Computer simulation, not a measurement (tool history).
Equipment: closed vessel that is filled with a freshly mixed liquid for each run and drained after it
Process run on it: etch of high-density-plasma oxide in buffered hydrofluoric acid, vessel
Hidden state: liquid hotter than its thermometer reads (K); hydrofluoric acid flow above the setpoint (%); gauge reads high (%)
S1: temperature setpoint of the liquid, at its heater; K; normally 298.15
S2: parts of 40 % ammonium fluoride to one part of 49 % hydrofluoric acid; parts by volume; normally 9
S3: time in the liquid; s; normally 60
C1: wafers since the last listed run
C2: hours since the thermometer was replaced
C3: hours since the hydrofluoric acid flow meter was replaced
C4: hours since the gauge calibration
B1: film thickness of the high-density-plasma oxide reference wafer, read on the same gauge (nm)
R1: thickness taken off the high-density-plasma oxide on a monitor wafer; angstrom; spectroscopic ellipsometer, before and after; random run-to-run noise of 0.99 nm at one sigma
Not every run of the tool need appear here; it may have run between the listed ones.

{"run": 1, "day": 0.0, "S1": 298.15, "S2": 9, "S3": 60, "C1": 0, "C2": 803.1, "C3": 1318.4, "C4": 1079, "B1": 29.99, "R1": 1448}
{"run": 2, "day": 1.85, "S1": 298.15, "S2": 9, "S3": 60, "C1": 4166, "C2": 847.5, "C3": 1362.8, "C4": 1123.4, "B1": 30.02, "R1": 1454.6}
{"run": 3, "day": 4.071, "S1": 298.15, "S2": 9, "S3": 60, "C1": 5002, "C2": 900.8, "C3": 1416.1, "C4": 1176.7, "B1": 30.01, "R1": 1461.5}
{"run": 4, "day": 5.642, "S1": 298.15, "S2": 9, "S3": 60, "C1": 3538, "C2": 938.5, "C3": 1453.8, "C4": 1214.4, "B1": 30, "R1": 1496.3}
{"run": 5, "day": 8.812, "S1": 298.15, "S2": 9, "S3": 60, "C1": 7141, "C2": 1014.6, "C3": 1529.9, "C4": 1290.5, "B1": 30.02, "R1": 1453.8}
{"run": 6, "day": 12.358, "S1": 298.15, "S2": 9, "S3": 60, "C1": 7986, "C2": 1099.7, "C3": 1615, "C4": 1375.6, "B1": 29.99, "R1": 1493.7}
{"run": 7, "day": 25.462, "S1": 298.15, "S2": 10, "S3": 80, "C1": 29515, "C2": 1414.2, "C3": 1929.5, "C4": 1690.1, "B1": 29.98, "R1": 1841.3}
{"run": 8, "day": 27.392, "S1": 298.15, "S2": 10, "S3": 80, "C1": 4345, "C2": 1460.5, "C3": 1975.8, "C4": 1736.4, "B1": 30.01, "R1": 1850.2}
{"day": 28.271, "done": "hydrofluoric acid flow meter replaced"}
{"run": 9, "day": 29.254, "S1": 298.15, "S2": 10, "S3": 80, "C1": 4101, "C2": 1505.2, "C3": 23.6, "C4": 1781.1, "B1": 30, "R1": 1767}
{"run": 10, "day": 31.788, "S1": 301.15, "S2": 11, "S3": 60, "C1": 5705, "C2": 1566, "C3": 84.4, "C4": 1841.9, "B1": 29.98, "R1": 1430.7}
{"run": 11, "day": 35.412, "S1": 301.15, "S2": 10, "S3": 80, "C1": 8164, "C2": 1653, "C3": 171.4, "C4": 1928.9, "B1": 30.01, "R1": 2115.8}
{"day": 36.483, "done": "gauge calibrated"}
{"run": 12, "day": 38.538, "S1": 295.15, "S2": 10.5, "S3": 45, "C1": 7038, "C2": 1728, "C3": 246.4, "C4": 49.3, "B1": 29.99, "R1": 819.2}
{"run": 13, "day": 40.538, "S1": 298.15, "S2": 9, "S3": 60, "C1": 4504, "C2": 1776, "C3": 294.4, "C4": 97.3, "B1": 30.02, "R1": 1461.1}
{"day": 41.733, "done": "thermometer replaced"}
{"run": 14, "day": 42.921, "S1": 298.15, "S2": 7.5, "S3": 60, "C1": 5274, "C2": 28.5, "C3": 351.6, "C4": 154.5, "B1": 30, "R1": 1673.2}
{"run": 15, "day": 44.488, "S1": 298.15, "S2": 8, "S3": 60, "C1": 3528, "C2": 66.1, "C3": 389.2, "C4": 192.1, "B1": 30.01, "R1": 1566}
{"run": 16, "day": 47.775, "S1": 298.15, "S2": 9, "S3": 60, "C1": 7404, "C2": 145, "C3": 468.1, "C4": 271, "B1": 30.01, "R1": 1372.3}
{"run": 17, "day": 51.396, "S1": 301.15, "S2": 9, "S3": 75, "C1": 8155, "C2": 231.9, "C3": 555, "C4": 357.9, "B1": 29.97, "R1": 2022.7}
{"run": 18, "day": 53.412, "S1": 294.65, "S2": 11.5, "S3": 40, "C1": 4542, "C2": 280.3, "C3": 603.4, "C4": 406.3, "B1": 30, "R1": 622.8}
{"run": 19, "day": 55.6, "S1": 298.15, "S2": 9, "S3": 60, "C1": 4927, "C2": 332.8, "C3": 655.9, "C4": 458.8, "B1": 29.97, "R1": 1412}
{"run": 20, "day": 60.038, "S1": 298.15, "S2": 10.5, "S3": 90, "C1": 9994, "C2": 439.3, "C3": 762.4, "C4": 565.3, "B1": 29.99, "R1": 1866.4}
{"run": 21, "day": 68.412, "S1": 301.65, "S2": 9, "S3": 30, "C1": 18863, "C2": 640.3, "C3": 963.4, "C4": 766.3, "B1": 29.99, "R1": 855.2}
{"run": 22, "day": 70.383, "S1": 298.15, "S2": 9, "S3": 85, "C1": 4439, "C2": 687.6, "C3": 1010.7, "C4": 813.6, "B1": 29.99, "R1": 2031.1}
{"run": 23, "day": 72.112, "S1": 293.65, "S2": 12, "S3": 75, "C1": 3894, "C2": 729.1, "C3": 1052.2, "C4": 855.1, "B1": 30, "R1": 1112.7}
{"run": 24, "day": 74.829, "S1": 298.15, "S2": 9, "S3": 60, "C1": 6118, "C2": 794.3, "C3": 1117.4, "C4": 920.3, "B1": 30.01, "R1": 1465.6}
{"run": 25, "day": 77.358, "S1": 296.15, "S2": 9, "S3": 40, "C1": 5696, "C2": 855, "C3": 1178.1, "C4": 981, "B1": 30.03, "R1": 878.8}
{"run": 26, "day": 80.404, "S1": 303.15, "S2": 7, "S3": 80, "C1": 6860, "C2": 928.1, "C3": 1251.2, "C4": 1054.1, "B1": 30.01, "R1": 3337.8}
{"run": 27, "day": 84.783, "S1": 301.15, "S2": 12.5, "S3": 75, "C1": 9863, "C2": 1033.2, "C3": 1356.3, "C4": 1159.2, "B1": 30.01, "R1": 1641.7}
{"run": 28, "day": 86.296, "S1": 300.65, "S2": 10.5, "S3": 90, "C1": 3406, "C2": 1069.5, "C3": 1392.6, "C4": 1195.5, "B1": 29.98, "R1": 2252.3}
{"run": 29, "day": 88.55, "S1": 298.15, "S2": 9, "S3": 60, "C1": 5077, "C2": 1123.6, "C3": 1446.7, "C4": 1249.6, "B1": 29.99, "R1": 1493.6}
{"run": 30, "day": 92.846, "S1": 298.15, "S2": 9, "S3": 95, "C1": 9675, "C2": 1226.7, "C3": 1549.8, "C4": 1352.7, "B1": 29.99, "R1": 2361.2}
{"run": 31, "day": 95.329, "S1": 300.65, "S2": 10.5, "S3": 90, "C1": 5593, "C2": 1286.3, "C3": 1609.4, "C4": 1412.3, "B1": 30, "R1": 2290}

Below, each run's measurement less what the same run would have read without the hidden state. Both values contain the same run-to-run variation, but the gauge's scatter may not be the same in both:
run=1 R1=+125.6
run=2 R1=+131.2
run=3 R1=+137.2
run=4 R1=+145.1
run=5 R1=+149.4
run=6 R1=+162.4
run=7 R1=+194.6
run=8 R1=+200.6
run=9 R1=+129.4
run=10 R1=+110.3
run=11 R1=+171.7
run=12 R1=+75.6
run=13 R1=+139.1
run=14 R1=+44
run=15 R1=+45.9
run=16 R1=+49.1
run=17 R1=+86.1
run=18 R1=+28.4
run=19 R1=+72.2
run=20 R1=+106.1
run=21 R1=+63.9
run=22 R1=+160.7
run=23 R1=+89.2
run=24 R1=+128.4
run=25 R1=+81.4
run=26 R1=+291.7
run=27 R1=+163.9
run=28 R1=+231.3
run=29 R1=+167.4
run=30 R1=+283.5
run=31 R1=+265.1
